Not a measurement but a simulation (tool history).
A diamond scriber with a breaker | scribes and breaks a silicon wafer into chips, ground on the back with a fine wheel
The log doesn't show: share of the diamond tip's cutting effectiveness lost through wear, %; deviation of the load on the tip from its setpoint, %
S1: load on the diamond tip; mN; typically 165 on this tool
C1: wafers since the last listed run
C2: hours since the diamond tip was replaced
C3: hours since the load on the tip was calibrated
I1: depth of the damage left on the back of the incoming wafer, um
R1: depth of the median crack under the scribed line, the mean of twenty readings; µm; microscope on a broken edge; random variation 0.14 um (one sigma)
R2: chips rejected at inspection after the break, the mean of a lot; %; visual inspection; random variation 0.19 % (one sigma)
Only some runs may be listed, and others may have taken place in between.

run 1 hour=0.0 | S1=165 | C1=0 C2=302.9 C3=1322.9 | I1=2.51 | R1=9.19 R2=4.16
run 2 hour=29.0 | S1=165 | C1=97 C2=331.9 C3=1351.9 | I1=1.90 | R1=9.54 R2=3.26
run 3 hour=46.0 | S1=186 | C1=57 C2=348.9 C3=1368.9 | I1=1.89 | R1=10.07 R2=2.88
run 4 hour=65.7 | S1=130 | C1=66 C2=368.6 C3=1388.6 | I1=1.88 | R1=7.74 R2=16.84
run 5 hour=150.5 | S1=130 | C1=285 C2=453.4 C3=1473.4 | I1=1.63 | R1=7.58 R2=16.78
run 6 hour=177.9 | S1=165 | C1=92 C2=480.8 C3=1500.8 | I1=1.69 | R1=9.17 R2=3.69
run 7 hour=199.3 | S1=165 | C1=71 C2=502.2 C3=1522.2 | I1=2.79 | R1=8.98 R2=5.27
run 8 hour=224.7 | S1=201 | C1=85 C2=527.6 C3=1547.6 | I1=2.31 | R1=10.37 R2=4.29
run 9 hour=242.2 | S1=165 | C1=58 C2=545.1 C3=1565.1 | I1=2.16 | R1=8.92 R2=4.74
-- hour=249.4 load on the tip recalibrated
run 10 hour=272.0 | S1=134 | C1=93 C2=574.9 C3=22.6 | I1=1.82 | R1=7.57 R2=17.75
run 11 hour=297.6 | S1=208 | C1=86 C2=600.5 C3=48.2 | I1=1.70 | R1=10.60 R2=3.68
run 12 hour=332.9 | S1=195 | C1=118 C2=635.8 C3=83.5 | I1=2.63 | R1=9.91 R2=3.59
-- hour=344.1 diamond tip replaced by a new one
run 13 hour=430.2 | S1=193 | C1=320 C2=86.1 C3=180.8 | I1=2.14 | R1=10.98 R2=4.70
run 14 hour=451.5 | S1=165 | C1=71 C2=107.4 C3=202.1 | I1=1.55 | R1=9.64 R2=2.22
run 15 hour=482.6 | S1=165 | C1=104 C2=138.5 C3=233.2 | I1=2.60 | R1=9.48 R2=3.64

For some of the steps in R1 from one run to the next: how much would appear even if the tool had no hidden state, given the settings, what came in and random variation, and how much remains for the hidden state plus any gauge scatter that the measured result and the result without hidden state don't share?
Run 10 -> 11: S1 134 -> 208. R1 +3.03 µm: hidden state -0.30, all else +3.33.
Run 12 -> 13: S1 195 -> 193, diamond tip replaced by a new one. R1 +1.07 µm: hidden state +0.80, all else +0.27.
